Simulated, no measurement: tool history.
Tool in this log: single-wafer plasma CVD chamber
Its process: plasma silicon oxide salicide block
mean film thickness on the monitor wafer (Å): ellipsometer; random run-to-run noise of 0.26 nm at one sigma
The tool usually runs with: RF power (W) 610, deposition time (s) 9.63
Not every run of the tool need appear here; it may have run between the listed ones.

run    hour  RF power (W)  deposition time (s)  read-back reference wafer on the same gauge, thickness_nm  mean film thickness on the monitor wafer (Å)
  1     0.0           700                 9.63                                                     92.610                                       1019.17
  2    33.6           700                 9.63                                                     92.604                                       1014.56
  3    60.6           700                 9.63                                                     92.603                                       1016.58
  4   193.4           610                 9.63                                                     92.594                                        987.51
  5   316.1           610                 9.63                                                     92.598                                        983.73
  6   387.9           610                 9.63                                                     92.565                                        977.53
  7   436.5           610                 9.63                                                     92.549                                        978.72
      457.0  -- gauge calibrated
  8   469.1           610                 9.63                                                     92.543                                        976.43
  9   510.0           610                 9.63                                                     92.634                                        979.32
 10   553.0           635                10.52                                                     92.671                                       1083.38
 11   607.3           650                10.11                                                     92.606                                       1042.86
 12   664.9           610                 7.85                                                     92.669                                        797.42
      704.3  -- RF generator calibrated
 13   716.5           490                 9.63                                                     92.560                                        942.12
 14   769.9           710                10.89                                                     92.579                                       1152.28
      787.3  -- showerhead replaced
 15   812.6           610                 9.63                                                     92.590                                        986.53
 16   874.3           720                 9.03                                                     92.620                                        960.01
 17   919.1           535                10.53                                                     92.550                                       1044.85
 18   949.1           675                 8.88                                                     92.605                                        929.72
 19   980.5           610                 9.63                                                     92.644                                        987.37
 20  1020.0           690                11.46                                                     92.623                                       1208.72

Branching from run 20: 5 alternative next runs. What would each branch give?
  A  1020.4           610                 9.63                                                          ?                                             ?
  B  1020.4           695                 9.63                                                          ?                                             ?
  C  1020.4           720                 8.39                                                          ?                                             ?
  D  1020.4           680                10.93                                                          ?                                             ?
  E  1020.4           545                 8.82                                                          ?                                             ?

run  read-back reference wafer on the same gauge, thickness_nm  mean film thickness on the monitor wafer (Å)
  A                                                     92.567                                        984.68
  B                                                     92.567                                       1013.91
  C                                                     92.567                                        890.53
  D                                                     92.567                                       1145.09
  E                                                     92.567                                        880.07
Stripped of hidden state, with their random variation kept, the same runs would have yielded:
run  mean film thickness on the monitor wafer (Å)
  A                                        987.04
  B                                       1016.33
  C                                        892.65
  D                                       1147.83
  E                                        882.17
